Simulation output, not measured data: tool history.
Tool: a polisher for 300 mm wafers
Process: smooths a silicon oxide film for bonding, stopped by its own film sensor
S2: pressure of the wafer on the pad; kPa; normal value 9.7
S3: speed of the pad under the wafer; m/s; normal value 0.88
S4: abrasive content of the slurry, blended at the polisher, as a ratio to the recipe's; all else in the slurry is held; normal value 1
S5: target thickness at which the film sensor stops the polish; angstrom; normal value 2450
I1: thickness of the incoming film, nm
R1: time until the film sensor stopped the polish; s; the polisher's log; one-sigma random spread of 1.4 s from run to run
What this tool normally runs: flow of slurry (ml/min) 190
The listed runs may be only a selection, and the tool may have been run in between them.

Run 1, hour 0: usual settings; I1 277.1. Result: R1 97.1 s.
At hour 10.3: slurry blender recalibrated.
At hour 83.6: head pressure recalibrated.
Run 2, hour 84.1: usual settings; I1 285.2. Result: R1 102 s.
At hour 135.9: worn pad replaced by a new one.
Run 3, hour 150.6: usual settings; I1 280.1. Result: R1 94.4 s.
Run 4, hour 235.6: usual settings; I1 282.1. Result: R1 104.3 s.
Run 5, hour 317.8: usual settings; I1 278.7. Result: R1 103.7 s.
At hour 348.5: slurry blender recalibrated.
At hour 365: slurry nozzle cleaned.
Run 6, hour 404.6: usual settings but flow of slurry (ml/min) 150, S3 1.02 m/s; I1 279.4. Result: R1 73.2 s.
Run 7, hour 448.7: usual settings but flow of slurry (ml/min) 150, S3 1.02 m/s; I1 281.2. Result: R1 83 s.
Run 8, hour 485.4: usual settings; I1 276.8. Result: R1 85.6 s.
Run 9, hour 524.1: usual settings but S2 7.6 kPa; I1 279.8. Result: R1 113 s.
At hour 554.1: worn pad replaced by a new one.
Run 10, hour 603.1: usual settings but S2 7.6 kPa; I1 279.6. Result: R1 122.6 s.
Run 11, hour 677.9: usual settings; I1 278. Result: R1 95.5 s.
At hour 754.6: slurry blender recalibrated.
Run 12, hour 767.5: usual settings; I1 283.2. Result: R1 92.5 s.
Run 13, hour 867.9: usual settings; I1 279.3. Result: R1 96.8 s.
At hour 928.1: slurry nozzle cleaned.
At hour 930.4: worn pad replaced by a new one.
Run 14, hour 972.2: usual settings; I1 282.8. Result: R1 99.9 s.
At hour 1058: head pressure recalibrated.
Run 15, hour 1065.9: usual settings but flow of slurry (ml/min) 135, S3 1.12 m/s, S5 2530 angstrom; I1 279. Result: R1 66.7 s.
Run 16, hour 1112.8: usual settings but S4 1.1, S5 2510 angstrom; I1 280.5. Result: R1 81.5 s.
At hour 1131.2: slurry blender recalibrated.
Run 17, hour 1157.6: usual settings; I1 279.4. Result: R1 83.2 s.
Run 18, hour 1213.8: usual settings; I1 276.7. Result: R1 84.9 s.

Run 19 is up next; what results do you expect?
Run 19, hour 1307.2: usual settings; I1 282.5. Result: R1 ?.

{"run 19": {"R1": 105.3}}
Without the tool's hidden state the same run would have given R1 82.7 s.
